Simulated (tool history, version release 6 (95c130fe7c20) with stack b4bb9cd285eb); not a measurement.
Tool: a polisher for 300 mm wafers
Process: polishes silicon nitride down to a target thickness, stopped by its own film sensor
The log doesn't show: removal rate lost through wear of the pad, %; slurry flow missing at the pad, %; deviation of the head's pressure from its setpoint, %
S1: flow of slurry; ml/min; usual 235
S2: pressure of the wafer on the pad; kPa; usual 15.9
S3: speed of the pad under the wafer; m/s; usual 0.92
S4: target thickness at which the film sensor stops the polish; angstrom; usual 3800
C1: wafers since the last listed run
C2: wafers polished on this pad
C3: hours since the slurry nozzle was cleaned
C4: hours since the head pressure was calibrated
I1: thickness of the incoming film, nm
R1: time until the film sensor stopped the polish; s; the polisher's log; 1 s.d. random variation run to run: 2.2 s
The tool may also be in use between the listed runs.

Run 1, hour 0: usual settings but S2 20 kPa, S3 1 m/s; C1 0; C2 840; C3 49.6; C4 241.3; I1 539.4. Result: R1 146.9 s.
Run 2, hour 44.7: usual settings but S1 175 ml/min; C1 249; C2 1090; C3 94.3; C4 286; I1 537.3. Result: R1 184.2 s.
Run 3, hour 75.6: usual settings but S1 175 ml/min; C1 172; C2 1262; C3 125.2; C4 316.9; I1 537.4. Result: R1 187.3 s.
Run 4, hour 136.5: usual settings; C1 340; C2 1603; C3 186.1; C4 377.8; I1 527.7. Result: R1 173.9 s.
At hour 153.9: worn pad replaced by a new one.
Run 5, hour 196.8: usual settings; C1 314; C2 239; C3 246.4; C4 438.1; I1 538.1. Result: R1 183.7 s.
Run 6, hour 236.4: usual settings; C1 221; C2 460; C3 286; C4 477.7; I1 532.3. Result: R1 179.8 s.
At hour 255.2: slurry nozzle cleaned.
At hour 291.2: head pressure recalibrated.
Run 7, hour 308.3: usual settings; C1 384; C2 845; C3 53.1; C4 17.1; I1 538.9. Result: R1 184.5 s.
At hour 425.4: worn pad replaced by a new one.
Run 8, hour 475.1: usual settings; C1 909; C2 277; C3 219.9; C4 183.9; I1 531.9. Result: R1 176.8 s.
Run 9, hour 527.2: usual settings but S1 285 ml/min; C1 291; C2 568; C3 272; C4 236; I1 543. Result: R1 193.8 s.
Run 10, hour 562.3: usual settings but S1 285 ml/min; C1 196; C2 764; C3 307.1; C4 271.1; I1 534.3. Result: R1 178 s.
At hour 577.5: slurry nozzle cleaned.
Run 11, hour 632.6: usual settings but S1 285 ml/min; C1 387; C2 1151; C3 55.1; C4 341.4; I1 539.6. Result: R1 178.5 s.
Run 12, hour 674.2: usual settings but S1 215 ml/min; C1 232; C2 1384; C3 96.7; C4 383; I1 537.7. Result: R1 183.8 s.
Run 13, hour 726: usual settings; C1 289; C2 1673; C3 148.5; C4 434.8; I1 545.9. Result: R1 194.8 s.
At hour 762: worn pad replaced by a new one.
At hour 768: head pressure recalibrated.
Run 14, hour 782.7: usual settings; C1 283; C2 104; C3 205.2; C4 14.7; I1 542.5. Result: R1 190 s.
Run 15, hour 826: usual settings but S1 210 ml/min, S3 0.74 m/s; C1 241; C2 346; C3 248.5; C4 58; I1 539.1. Result: R1 212.2 s.
At hour 869.3: slurry nozzle cleaned.
Run 16, hour 889.9: usual settings but S1 285 ml/min, S4 3270 angstrom; C1 351; C2 697; C3 20.6; C4 121.9; I1 540.7. Result: R1 234.3 s.
Run 17, hour 940.2: usual settings but S2 20 kPa, S3 1 m/s; C1 281; C2 978; C3 70.9; C4 172.2; I1 546.3. Result: R1 150.2 s.
Run 18, hour 974.5: usual settings but S1 175 ml/min; C1 191; C2 1170; C3 105.2; C4 206.5; I1 537.5. Result: R1 187.6 s.
Run 19, hour 998.9: usual settings but S3 1.06 m/s; C1 136; C2 1306; C3 129.6; C4 230.9; I1 539.6. Result: R1 170.7 s.
Run 20, hour 1024.3: usual settings but S1 195 ml/min, S2 19.3 kPa, S3 0.76 m/s; C1 141; C2 1448; C3 155; C4 256.3; I1 540.2. Result: R1 183.3 s.
At hour 1041.4: worn pad replaced by a new one.
Run 21, hour 1069.2: usual settings but S3 1.08 m/s, S4 4080 angstrom; C1 228; C2 155; C3 199.9; C4 301.2; I1 544.1. Result: R1 144.8 s.
Run 22, hour 1108.8: usual settings but S2 10.3 kPa, S4 4060 angstrom; C1 221; C2 376; C3 239.5; C4 340.8; I1 539.9. Result: R1 214.1 s.
At hour 1130.3: slurry nozzle cleaned.
Run 23, hour 1148.9: usual settings; C1 218; C2 594; C3 18.6; C4 380.9; I1 548.7. Result: R1 188.4 s.
Run 24, hour 1229.1: usual settings but S2 20 kPa, S3 1.12 m/s, S4 3540 angstrom; C1 448; C2 1042; C3 98.8; C4 461.1; I1 536.4. Result: R1 156.2 s.
At hour 1265.3: head pressure recalibrated.
Run 25, hour 1285.5: usual settings but S1 305 ml/min, S4 3380 angstrom; C1 303; C2 1346; C3 155.2; C4 20.2; I1 542.7. Result: R1 228.8 s.
At hour 1315.2: worn pad replaced by a new one.
Run 26, hour 1342: usual settings; C1 293; C2 149; C3 211.7; C4 76.7; I1 540.5. Result: R1 190.6 s.
Run 27, hour 1387.6: usual settings but S1 155 ml/min, S2 20 kPa, S4 4090 angstrom; C1 254; C2 404; C3 257.3; C4 122.3; I1 544.4. Result: R1 138.9 s.
Run 28, hour 1459.1: usual settings; C1 399; C2 803; C3 328.8; C4 193.8; I1 545.3. Result: R1 198.5 s.
At hour 1469: slurry nozzle cleaned.
Run 29, hour 1504.5: usual settings but S3 1.08 m/s, S4 4070 angstrom; C1 248; C2 1051; C3 35.5; C4 239.2; I1 533.1. Result: R1 131.2 s.

List, for all runs, the conditions of the tool that the log does not record:
removal rate lost through wear of the pad, %: 0 on each run
deviation of the head's pressure from its setpoint, %: 0 on each run
H1: slurry flow missing at the pad, %
run    H1
  1    20
  2  29.2
  3  33.6
  4  39.1
  5    42
  6  43.2
  7  24.5
  8  44.6
  9  46.5
 10  47.3
 11  18.7
 12  26.9
 13  33.4
 14  37.5
 15  39.5
 16  8.52
 17    22
 18  28.1
 19  31.2
 20  33.8
 21  37.1
 22  38.9
 23   8.8
 24    28
 25  34.8
 26  38.7
 27  40.5
 28  42.2
 29  16.8

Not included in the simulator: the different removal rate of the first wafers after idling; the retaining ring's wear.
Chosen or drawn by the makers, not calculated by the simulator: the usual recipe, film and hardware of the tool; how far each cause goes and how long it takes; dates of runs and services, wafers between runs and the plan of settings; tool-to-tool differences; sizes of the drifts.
